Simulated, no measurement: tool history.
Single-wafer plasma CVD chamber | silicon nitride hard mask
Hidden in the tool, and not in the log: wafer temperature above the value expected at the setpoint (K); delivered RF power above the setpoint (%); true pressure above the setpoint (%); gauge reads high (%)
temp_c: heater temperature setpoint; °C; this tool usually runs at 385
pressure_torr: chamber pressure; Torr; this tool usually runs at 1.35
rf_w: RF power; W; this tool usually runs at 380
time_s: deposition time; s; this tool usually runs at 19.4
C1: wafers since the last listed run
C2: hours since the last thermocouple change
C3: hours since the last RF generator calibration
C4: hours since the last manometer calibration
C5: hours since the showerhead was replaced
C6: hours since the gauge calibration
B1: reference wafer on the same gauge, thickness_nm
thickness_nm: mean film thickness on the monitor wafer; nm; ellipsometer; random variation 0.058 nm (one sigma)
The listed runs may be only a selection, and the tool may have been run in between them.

Run 1, day 0.000: usual settings but rf_w 425 W; C1 0; C2 2549.6; C3 151.1; C4 1419.5; C5 4558.5; C6 333.5; B1 23.994. Result: thickness_nm 30.292 nm.
Run 2, day 0.583: usual settings; C1 287; C2 2563.6; C3 165.1; C4 1433.5; C5 4572.5; C6 347.5; B1 24.005. Result: thickness_nm 28.441 nm.
Run 3, day 1.312: usual settings but temp_c 373 °C; C1 358; C2 2581.1; C3 182.6; C4 1451.0; C5 4590.0; C6 365.0; B1 23.999. Result: thickness_nm 28.600 nm.
Run 4, day 1.938: usual settings; C1 307; C2 2596.1; C3 197.6; C4 1466.0; C5 4605.0; C6 380.0; B1 24.009. Result: thickness_nm 28.483 nm.
Run 5, day 2.883: usual settings; C1 465; C2 2618.8; C3 220.3; C4 1488.7; C5 4627.7; C6 402.7; B1 23.998. Result: thickness_nm 28.509 nm.
Run 6, day 4.100: usual settings; C1 598; C2 2648.0; C3 249.5; C4 1517.9; C5 4656.9; C6 431.9; B1 24.008. Result: thickness_nm 28.524 nm.
Run 7, day 5.579: usual settings but temp_c 397 °C; C1 727; C2 2683.5; C3 285.0; C4 1553.4; C5 4692.4; C6 467.4; B1 23.997. Result: thickness_nm 28.329 nm.
Run 8, day 6.279: usual settings; C1 344; C2 2700.3; C3 301.8; C4 1570.2; C5 4709.2; C6 484.2; B1 23.999. Result: thickness_nm 28.517 nm.
Run 9, day 8.796: usual settings; C1 1238; C2 2760.7; C3 362.2; C4 1630.6; C5 4769.6; C6 544.6; B1 23.997. Result: thickness_nm 28.489 nm.
At day 9.596: capacitance manometer re-zeroed and calibrated.
Run 10, day 10.112: usual settings; C1 483; C2 2792.3; C3 393.8; C4 12.4; C5 4801.2; C6 576.2; B1 23.999. Result: thickness_nm 28.509 nm.
Run 11, day 11.517: usual settings but rf_w 425 W, time_s 21.8 s; C1 690; C2 2826.0; C3 427.5; C4 46.1; C5 4834.9; C6 609.9; B1 23.997. Result: thickness_nm 34.058 nm.
Run 12, day 12.904: usual settings but rf_w 425 W, time_s 21.8 s; C1 682; C2 2859.3; C3 460.8; C4 79.4; C5 4868.2; C6 643.2; B1 23.985. Result: thickness_nm 33.858 nm.
Run 13, day 13.492: usual settings but rf_w 425 W, time_s 21.8 s; C1 289; C2 2873.4; C3 474.9; C4 93.5; C5 4882.3; C6 657.3; B1 24.009. Result: thickness_nm 33.871 nm.
Run 14, day 14.654: usual settings; C1 572; C2 2901.3; C3 502.8; C4 121.4; C5 4910.2; C6 685.2; B1 23.994. Result: thickness_nm 28.483 nm.
At day 15.133: showerhead replaced.
Run 15, day 15.846: usual settings but rf_w 425 W; C1 422; C2 2929.9; C3 531.4; C4 150.0; C5 17.1; C6 713.8; B1 23.997. Result: thickness_nm 30.282 nm.
Run 16, day 17.100: usual settings but temp_c 399 °C, pressure_torr 1.45 Torr; C1 617; C2 2960.0; C3 561.5; C4 180.1; C5 47.2; C6 743.9; B1 24.003. Result: thickness_nm 29.228 nm.
Run 17, day 18.325: usual settings but pressure_torr 1.67 Torr; C1 602; C2 2989.4; C3 590.9; C4 209.5; C5 76.6; C6 773.3; B1 24.006. Result: thickness_nm 31.040 nm.
At day 18.525: gauge calibrated.
Run 18, day 19.433: usual settings but rf_w 425 W; C1 545; C2 3016.0; C3 617.5; C4 236.1; C5 103.2; C6 21.8; B1 24.000. Result: thickness_nm 30.215 nm.
Run 19, day 19.954: usual settings but pressure_torr 1.67 Torr; C1 256; C2 3028.5; C3 630.0; C4 248.6; C5 115.7; C6 34.3; B1 24.001. Result: thickness_nm 31.108 nm.
Run 20, day 21.183: usual settings but temp_c 374 °C, time_s 22.0 s; C1 604; C2 3058.0; C3 659.5; C4 278.1; C5 145.2; C6 63.8; B1 24.004. Result: thickness_nm 32.465 nm.
Run 21, day 21.683: usual settings but time_s 22.5 s; C1 246; C2 3070.0; C3 671.5; C4 290.1; C5 157.2; C6 75.8; B1 23.996. Result: thickness_nm 32.954 nm.
At day 22.617: RF generator calibrated.
Run 22, day 23.075: usual settings; C1 520; C2 3103.4; C3 11.0; C4 323.5; C5 190.6; C6 109.2; B1 24.004. Result: thickness_nm 28.569 nm.
At day 23.742: thermocouple changed; heater temperature recalibrated.
Run 23, day 23.762: usual settings but pressure_torr 1.13 Torr, rf_w 440 W, time_s 23.1 s; C1 174; C2 0.5; C3 27.5; C4 340.0; C5 207.1; C6 125.7; B1 24.000. Result: thickness_nm 33.760 nm.
Run 24, day 24.838: usual settings but rf_w 315 W; C1 528; C2 26.3; C3 53.3; C4 365.8; C5 232.9; C6 151.5; B1 24.000. Result: thickness_nm 25.657 nm.
Run 25, day 25.483: usual settings but temp_c 374 °C, time_s 22.0 s; C1 317; C2 41.8; C3 68.8; C4 381.3; C5 248.4; C6 167.0; B1 24.001. Result: thickness_nm 32.374 nm.
Run 26, day 26.483: usual settings but temp_c 375 °C, pressure_torr 1.03 Torr, rf_w 405 W, time_s 18.3 s; C1 492; C2 65.8; C3 92.8; C4 405.3; C5 272.4; C6 191.0; B1 24.004. Result: thickness_nm 24.275 nm.
Run 27, day 27.696: usual settings but temp_c 373 °C, pressure_torr 1.09 Torr, rf_w 355 W, time_s 21.8 s; C1 596; C2 94.9; C3 121.9; C4 434.4; C5 301.5; C6 220.1; B1 24.001. Result: thickness_nm 28.034 nm.
Run 28, day 31.917: usual settings but temp_c 399 °C, rf_w 425 W, time_s 15.9 s; C1 2076; C2 196.2; C3 223.2; C4 535.7; C5 402.8; C6 321.4; B1 24.003. Result: thickness_nm 24.551 nm.

Branching from run 28: 5 alternative next runs. What would each branch give?
Run A, day 31.933: usual settings; C1 8; C2 196.6; C3 223.6; C4 536.1; C5 403.2; C6 321.8; B1 ?. Result: thickness_nm ?.
Run B, day 31.933: usual settings but temp_c 375 °C, pressure_torr 1.54 Torr, rf_w 450 W, time_s 20.6 s; C1 8; C2 196.6; C3 223.6; C4 536.1; C5 403.2; C6 321.8; B1 ?. Result: thickness_nm ?.
Run C, day 31.933: usual settings but pressure_torr 1.27 Torr; C1 8; C2 196.6; C3 223.6; C4 536.1; C5 403.2; C6 321.8; B1 ?. Result: thickness_nm ?.
Run D, day 31.933: usual settings but time_s 16.4 s; C1 8; C2 196.6; C3 223.6; C4 536.1; C5 403.2; C6 321.8; B1 ?. Result: thickness_nm ?.
Run E, day 31.933: usual settings but pressure_torr 1.25 Torr, rf_w 405 W, time_s 17.0 s; C1 8; C2 196.6; C3 223.6; C4 536.1; C5 403.2; C6 321.8; B1 ?. Result: thickness_nm ?.

run      B1  thickness_nm
  A  23.998        28.470
  B  23.998        35.017
  C  23.998        27.700
  D  23.998        24.077
  E  23.998        24.947
Stripped of hidden state, with their random variation kept, the same runs would have yielded:
run  thickness_nm
  A        28.470
  B        35.017
  C        27.700
  D        24.077
  E        24.947

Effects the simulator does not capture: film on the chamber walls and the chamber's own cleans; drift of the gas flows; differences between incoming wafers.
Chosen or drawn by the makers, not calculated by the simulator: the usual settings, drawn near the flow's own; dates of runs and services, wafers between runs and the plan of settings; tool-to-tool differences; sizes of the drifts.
